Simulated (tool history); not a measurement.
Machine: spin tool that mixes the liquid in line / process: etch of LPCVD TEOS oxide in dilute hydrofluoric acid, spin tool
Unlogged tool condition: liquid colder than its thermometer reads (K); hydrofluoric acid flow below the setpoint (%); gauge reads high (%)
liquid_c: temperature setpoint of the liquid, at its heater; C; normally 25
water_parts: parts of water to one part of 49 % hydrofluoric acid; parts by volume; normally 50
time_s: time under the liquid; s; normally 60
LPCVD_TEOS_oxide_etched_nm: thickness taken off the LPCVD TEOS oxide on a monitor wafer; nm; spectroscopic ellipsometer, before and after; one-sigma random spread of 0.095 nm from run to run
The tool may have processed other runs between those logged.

run,day,liquid_c,water_parts,time_s,wafers since the last listed run,hours since the thermometer was replaced,hours since the hydrofluoric acid flow meter was replaced,hours since the gauge calibration,"read-back film thickness of the LPCVD TEOS oxide reference wafer, read on the same gauge (nm)",LPCVD_TEOS_oxide_etched_nm
1,0,25,50,60,0,1247.5,1627.6,111.2,80.01,23.66
2,0.567,25,50,60,154,1261.1,1641.2,124.8,80.01,23.79
3,1.267,25,50,75,190,1277.9,1658,141.6,79.99,29.69
4,1.65,25,50,35,104,1287.1,1667.2,150.8,80,13.72
5,2.017,25,50,80,99,1295.9,1676,159.6,79.99,31.69
6,2.746,25,50,80,198,1313.4,1693.5,177.1,80.01,31.55
7,3.029,25,50,60,77,1320.2,1700.3,183.9,80.02,23.77
8,3.7,25,50,60,182,1336.3,1716.4,200,80,23.58
9,3.983,25,50,60,77,1343.1,1723.2,206.8,79.99,23.63
10,4.346,28,50,60,98,1351.8,1731.9,215.5,79.99,26.83
11,4.733,28,50,60,105,1361.1,1741.2,224.8,80.01,26.89
12,5.096,25,40,85,98,1369.8,1749.9,233.5,79.98,42.7
13,5.779,25,40,85,186,1386.2,1766.3,249.9,80.04,42.73
14,6.529,25,40,85,204,1404.2,1784.3,267.9,80,42.76
15,7.175,28,50,60,175,1419.7,1799.8,283.4,80,26.73
16,7.762,26.5,30,90,160,1433.8,1813.9,297.5,79.98,65.18
17,8.212,28.5,65,60,122,1444.6,1824.7,308.3,79.99,20.51
18,8.642,25,50,60,116,1454.9,1835,318.6,80.03,23.78
19,9.35,27.5,40,35,192,1471.9,1852,335.6,79.99,19.44
# day 9.562: gauge calibrated
20,10.071,28.5,50,85,196,1489.2,1869.3,12.2,80,38.58
21,10.812,29.5,50,60,202,1507,1887.1,30,79.97,28.48
# day 11.1: hydrofluoric acid flow meter replaced
# day 11.179: thermometer replaced
22,11.542,25,40,60,175,8.7,10.6,47.5,79.99,30.35
23,11.933,25,35,60,106,18.1,20,56.9,80,34.58
24,12.288,25,50,60,96,26.6,28.5,65.4,80.02,23.69
25,13.012,28,35,75,197,44,45.9,82.8,80.01,48.89
26,13.292,22,50,60,76,50.7,52.6,89.5,79.98,20.92
27,13.962,23,70,30,182,66.8,68.7,105.6,80,7.56
28,14.446,23.5,75,60,131,78.4,80.3,117.2,80.01,14.4
29,14.879,30,70,60,118,88.8,90.7,127.6,80.01,20.08
30,15.15,25,50,60,73,95.3,97.2,134.1,80.01,23.8
31,15.846,25,50,60,189,112,113.9,150.8,79.99,23.67
32,16.346,25,50,60,136,124,125.9,162.8,80.02,23.72
33,16.883,25,50,60,146,136.9,138.8,175.7,79.99,23.79

Alternative continuations, all from the tool just after run 33; predict every row:
A,16.9,20,50,60,4,137.3,139.2,176.1,?,?
B,16.9,20.5,50,25,4,137.3,139.2,176.1,?,?
C,16.9,29,35,70,4,137.3,139.2,176.1,?,?
D,16.9,21.5,40,60,4,137.3,139.2,176.1,?,?

run,"read-back film thickness of the LPCVD TEOS oxide reference wafer, read on the same gauge (nm)",LPCVD_TEOS_oxide_etched_nm
A,80.02,19.39
B,80.02,8.25
C,80.02,47.81
D,80.02,26.15
Take away the tool's hidden state, keep each run's random variation, and the runs would have read:
run,LPCVD_TEOS_oxide_etched_nm
A,19.39
B,8.25
C,47.81
D,26.15

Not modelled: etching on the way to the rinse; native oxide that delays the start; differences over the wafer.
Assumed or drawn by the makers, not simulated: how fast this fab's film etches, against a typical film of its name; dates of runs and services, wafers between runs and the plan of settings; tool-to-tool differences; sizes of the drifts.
